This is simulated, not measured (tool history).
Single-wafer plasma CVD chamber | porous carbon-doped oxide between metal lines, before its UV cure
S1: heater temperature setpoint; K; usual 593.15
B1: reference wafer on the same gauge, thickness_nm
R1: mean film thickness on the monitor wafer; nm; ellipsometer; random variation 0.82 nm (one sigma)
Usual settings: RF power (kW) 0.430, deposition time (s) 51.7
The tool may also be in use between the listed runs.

run 1 hour=0.0 | S1=593.15 RF_power_(kW)=0.430 deposition_time_(s)=51.7 | B1=247.057 | R1=244.623
run 2 hour=40.7 | S1=593.15 RF_power_(kW)=0.430 deposition_time_(s)=51.7 | B1=246.632 | R1=243.867
run 3 hour=121.3 | S1=593.15 RF_power_(kW)=0.430 deposition_time_(s)=51.7 | B1=247.068 | R1=244.281
run 4 hour=208.3 | S1=593.15 RF_power_(kW)=0.430 deposition_time_(s)=51.7 | B1=246.936 | R1=240.824
run 5 hour=278.7 | S1=593.15 RF_power_(kW)=0.430 deposition_time_(s)=51.7 | B1=247.186 | R1=240.989
run 6 hour=316.0 | S1=593.15 RF_power_(kW)=0.430 deposition_time_(s)=51.7 | B1=246.856 | R1=242.245
run 7 hour=360.7 | S1=593.15 RF_power_(kW)=0.375 deposition_time_(s)=51.7 | B1=247.098 | R1=223.924
run 8 hour=399.8 | S1=593.15 RF_power_(kW)=0.395 deposition_time_(s)=51.7 | B1=246.927 | R1=229.485
run 9 hour=440.5 | S1=593.15 RF_power_(kW)=0.395 deposition_time_(s)=51.7 | B1=246.796 | R1=228.787
run 10 hour=499.8 | S1=597.15 RF_power_(kW)=0.375 deposition_time_(s)=51.7 | B1=247.109 | R1=217.981
run 11 hour=604.1 | S1=589.15 RF_power_(kW)=0.430 deposition_time_(s)=51.7 | B1=246.505 | R1=244.751
run 12 hour=676.3 | S1=589.15 RF_power_(kW)=0.430 deposition_time_(s)=51.7 | B1=247.269 | R1=243.195
run 13 hour=769.4 | S1=589.15 RF_power_(kW)=0.430 deposition_time_(s)=51.7 | B1=247.055 | R1=244.494
run 14 hour=873.7 | S1=602.15 RF_power_(kW)=0.430 deposition_time_(s)=51.7 | B1=246.505 | R1=230.394
run 15 hour=975.2 | S1=606.15 RF_power_(kW)=0.430 deposition_time_(s)=51.7 | B1=247.487 | R1=226.041
run 16 hour=1121.0 | S1=593.15 RF_power_(kW)=0.365 deposition_time_(s)=47.3 | B1=247.402 | R1=195.654
run 17 hour=1187.4 | S1=593.15 RF_power_(kW)=0.430 deposition_time_(s)=51.7 | B1=247.021 | R1=235.704
run 18 hour=1249.3 | S1=593.15 RF_power_(kW)=0.355 deposition_time_(s)=60.0 | B1=246.929 | R1=256.326
run 19 hour=1329.2 | S1=583.15 RF_power_(kW)=0.430 deposition_time_(s)=51.7 | B1=246.870 | R1=256.116
run 20 hour=1392.1 | S1=593.15 RF_power_(kW)=0.430 deposition_time_(s)=51.7 | B1=247.115 | R1=244.405
run 21 hour=1441.0 | S1=584.15 RF_power_(kW)=0.470 deposition_time_(s)=43.0 | B1=246.822 | R1=224.287
run 22 hour=1497.5 | S1=593.15 RF_power_(kW)=0.345 deposition_time_(s)=47.2 | B1=247.230 | R1=197.299
run 23 hour=1576.6 | S1=593.15 RF_power_(kW)=0.405 deposition_time_(s)=51.7 | B1=246.809 | R1=236.098
run 24 hour=1654.5 | S1=593.15 RF_power_(kW)=0.375 deposition_time_(s)=51.7 | B1=246.872 | R1=224.200
run 25 hour=1749.9 | S1=580.15 RF_power_(kW)=0.465 deposition_time_(s)=60.6 | B1=247.228 | R1=315.795
run 26 hour=1820.5 | S1=586.15 RF_power_(kW)=0.480 deposition_time_(s)=47.4 | B1=246.997 | R1=244.966
run 27 hour=1926.9 | S1=586.15 RF_power_(kW)=0.430 deposition_time_(s)=45.9 | B1=246.956 | R1=221.941
run 28 hour=1997.2 | S1=584.15 RF_power_(kW)=0.395 deposition_time_(s)=55.8 | B1=246.828 | R1=258.085

Not shown: 5 entries that the log had between the listed runs. Between which runs, and how does the tool's hidden state differ before and after?
Between runs 1 and 2: gauge calibrated (hour 35.0)
  wafer temperature above the value expected at the setpoint (K): -2.24 -> -2.33; delivered RF power above the setpoint (%): -3.84 -> -4.15
  measured less the result without the state, R1: -3.096 -> -3.435 nm
Between runs 15 and 16: thermocouple changed; heater temperature recalibrated (hour 1075.7)
  wafer temperature above the value expected at the setpoint (K): -3.4 -> 0.154; delivered RF power above the setpoint (%): -7.22 -> -7.37
  measured less the result without the state, R1: -6.685 -> -9.270 nm
Between runs 16 and 17: showerhead replaced (hour 1154.8)
  wafer temperature above the value expected at the setpoint (K): 0.154 -> -0.289; delivered RF power above the setpoint (%): -7.37 -> -7.42
  measured less the result without the state, R1: -9.270 -> -10.382 nm
Between runs 17 and 18: RF generator calibrated (hour 1234.5)
  wafer temperature above the value expected at the setpoint (K): -0.289 -> -0.662; delivered RF power above the setpoint (%): -7.42 -> -0.251
  measured less the result without the state, R1: -10.382 -> +0.375 nm
Between runs 19 and 20: gauge calibrated (hour 1366.0)
  wafer temperature above the value expected at the setpoint (K): -1.09 -> -1.39; delivered RF power above the setpoint (%): -1.33 -> -2.07
  measured less the result without the state, R1: -0.702 -> -1.443 nm
